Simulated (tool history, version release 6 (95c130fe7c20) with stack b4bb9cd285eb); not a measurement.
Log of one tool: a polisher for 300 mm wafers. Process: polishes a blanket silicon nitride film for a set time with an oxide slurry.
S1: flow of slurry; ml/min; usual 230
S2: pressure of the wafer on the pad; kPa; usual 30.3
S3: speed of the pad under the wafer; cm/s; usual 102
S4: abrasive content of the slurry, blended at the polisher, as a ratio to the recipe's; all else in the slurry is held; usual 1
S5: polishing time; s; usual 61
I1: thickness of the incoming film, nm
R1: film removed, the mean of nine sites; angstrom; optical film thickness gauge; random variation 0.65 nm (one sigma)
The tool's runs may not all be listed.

run     day   S1    S2   S3    S4  S5     I1   R1
  1       0  255  30.3  102  1.15  61  464.8  499
      0.804  -- slurry blender recalibrated
      0.888  -- conditioning disc replaced and pad reconditioned
  2   1.117  230  30.3   82     1  61  464.8  366
  3   1.742  230  30.3  102     1  61  477.6  452
  4   2.304  230  30.3  102     1  61  465.7  448
  5   3.475  230  30.3  102     1  61  469.3  447
  6   4.529  230  30.3  102     1  61  467.9  458
  7   5.058  230  30.3  102     1  61  475.6  452
  8   5.821  230  30.3  102     1  61  466.4  449
  9   6.558  205  26.9  120     1  61  473.3  452
 10   7.842  230  30.3  102   0.9  61  464.2  415
      8.417  -- worn pad replaced by a new one
 11   8.788  230  24.1  102   0.9  61  466.7  328
 12   9.554  230  37.9   76   0.8  61  465.8  359
      9.921  -- conditioning disc replaced and pad reconditioned
 13  10.525  230  36.5  130     1  74  460.8  797
 14  11.571  230  30.3  102     1  61  476.4  453
     12.058  -- slurry blender recalibrated
 15  12.625  230  30.3  102     1  61  473.6  447
     13.071  -- slurry nozzle cleaned
 16  13.592  205  30.3  102   1.2  79  475.9  626
 17  14.767  230  33.1  102     1  61  463.2  486
 18  15.775  230  30.3  102     1  61  470.1  451
     17.262  -- worn pad replaced by a new one
 19  17.283  230  40.7  118  0.85  61    473  586
 20  17.858  270  30.3   82   1.2  42  465.2  303
     18.317  -- conditioning disc replaced and pad reconditioned
 21  18.454  230  30.3   66     1  61  468.3  309
 22  19.704  230  30.3  102     1  61  467.2  444
 23  20.483  205  37.2   88     1  61  475.4  476

Forecast run 24:
 24  21.842  230  30.3  74   1  61  471.7   ?

R1: 355 angstrom
Without the tool's hidden state the same run would have given R1 355 angstrom.
